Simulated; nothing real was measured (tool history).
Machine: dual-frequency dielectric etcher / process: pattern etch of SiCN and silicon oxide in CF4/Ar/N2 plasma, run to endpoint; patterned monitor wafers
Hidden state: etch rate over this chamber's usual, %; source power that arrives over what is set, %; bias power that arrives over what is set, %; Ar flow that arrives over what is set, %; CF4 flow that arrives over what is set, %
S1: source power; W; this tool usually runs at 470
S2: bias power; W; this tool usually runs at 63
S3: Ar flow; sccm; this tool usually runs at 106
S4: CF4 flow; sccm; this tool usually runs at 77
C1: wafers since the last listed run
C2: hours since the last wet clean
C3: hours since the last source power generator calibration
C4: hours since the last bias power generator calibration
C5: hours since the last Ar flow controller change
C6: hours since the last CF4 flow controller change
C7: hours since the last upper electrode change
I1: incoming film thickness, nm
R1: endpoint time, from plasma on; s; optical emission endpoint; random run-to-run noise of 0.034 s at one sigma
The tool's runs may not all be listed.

run,hour,S1,S2,S3,S4,C1,C2,C3,C4,C5,C6,C7,I1,R1
1,0,470,63,106,77,0,305.4,4607.1,1018.5,2689.9,3902.7,5237.3,9.77,11.1
2,65.8,470,63,106,77,1000,371.2,4672.9,1084.3,2755.7,3968.5,5303.1,9.73,11
3,91.2,470,63,106,77,386,396.6,4698.3,1109.7,2781.1,3993.9,5328.5,9.74,11
4,148.7,470,63,106,77,874,454.1,4755.8,1167.2,2838.6,4051.4,5386,9.78,11.2
5,177.7,400,63,95,77,440,483.1,4784.8,1196.2,2867.6,4080.4,5415,9.82,12.5
6,230.4,400,63,95,77,801,535.8,4837.5,1248.9,2920.3,4133.1,5467.7,9.93,12.7
7,298.1,400,63,95,77,1029,603.5,4905.2,1316.6,2988,4200.8,5535.4,9.82,12.4
# hour 318.3: Ar flow controller replaced
# hour 322.6: wet clean of the chamber
# hour 324.2: source power generator calibrated
8,325.3,470,52,106,86,231,2.7,1.1,1343.8,7,4228,5562.6,9.77,11.4
9,350.9,470,52,106,86,389,28.3,26.7,1369.4,32.6,4253.6,5588.2,9.8,11.4
10,397.4,470,63,106,77,706,74.8,73.2,1415.9,79.1,4300.1,5634.7,9.75,11.2
11,448.3,470,63,106,77,773,125.7,124.1,1466.8,130,4351,5685.6,9.77,11.3
12,477.1,470,63,118,77,437,154.5,152.9,1495.6,158.8,4379.8,5714.4,9.87,11.5
13,535.4,470,63,80,90,886,212.8,211.2,1553.9,217.1,4438.1,5772.7,9.88,10.5
# hour 603.2: bias power generator calibrated
# hour 617.5: upper electrode replaced, of another model than before
14,618,380,70,106,60,978,295.4,293.8,14.8,299.7,4520.7,0.5,9.75,12.5
15,663.7,530,69,127,77,694,341.1,339.5,60.5,345.4,4566.4,46.2,9.72,10.4
16,693.4,560,49,114,82,451,370.8,369.2,90.2,375.1,4596.1,75.9,9.84,11.2
17,744.2,470,63,106,77,772,421.6,420,141,425.9,4646.9,126.7,9.78,11.1
# hour 765.3: CF4 flow controller replaced
# hour 822: wet clean of the chamber
18,822.5,470,63,106,77,734,0.5,498.3,219.3,504.2,57.2,205,9.8,11.3
19,873.6,470,52,106,86,776,51.6,549.4,270.4,555.3,108.3,256.1,9.79,11.7
20,899.4,470,63,119,77,392,77.4,575.2,296.2,581.1,134.1,281.9,9.75,11.5
21,926.8,470,55,97,71,416,104.8,602.6,323.6,608.5,161.5,309.3,9.85,11.9
22,983.4,470,63,106,77,860,161.4,659.2,380.2,665.1,218.1,365.9,9.81,11.3
23,1035,470,63,106,77,784,213,710.8,431.8,716.7,269.7,417.5,9.86,11.4

Below are 5 alternative next runs, each starting from the tool's condition after run 23. Predict each:
A,1035.4,470,63,85,77,6,213.4,711.2,432.2,717.1,270.1,417.9,9.81,?
B,1035.4,550,49,124,77,6,213.4,711.2,432.2,717.1,270.1,417.9,9.81,?
C,1035.4,360,63,113,65,6,213.4,711.2,432.2,717.1,270.1,417.9,9.81,?
D,1035.4,520,53,106,77,6,213.4,711.2,432.2,717.1,270.1,417.9,9.81,?
E,1035.4,470,63,106,60,6,213.4,711.2,432.2,717.1,270.1,417.9,9.81,?

run,R1
A,10.9
B,11.7
C,13.4
D,11.4
E,12
Take away the tool's hidden state, keep each run's random variation, and the runs would have read:
run,R1
A,10.9
B,11.8
C,13.5
D,11.4
E,12
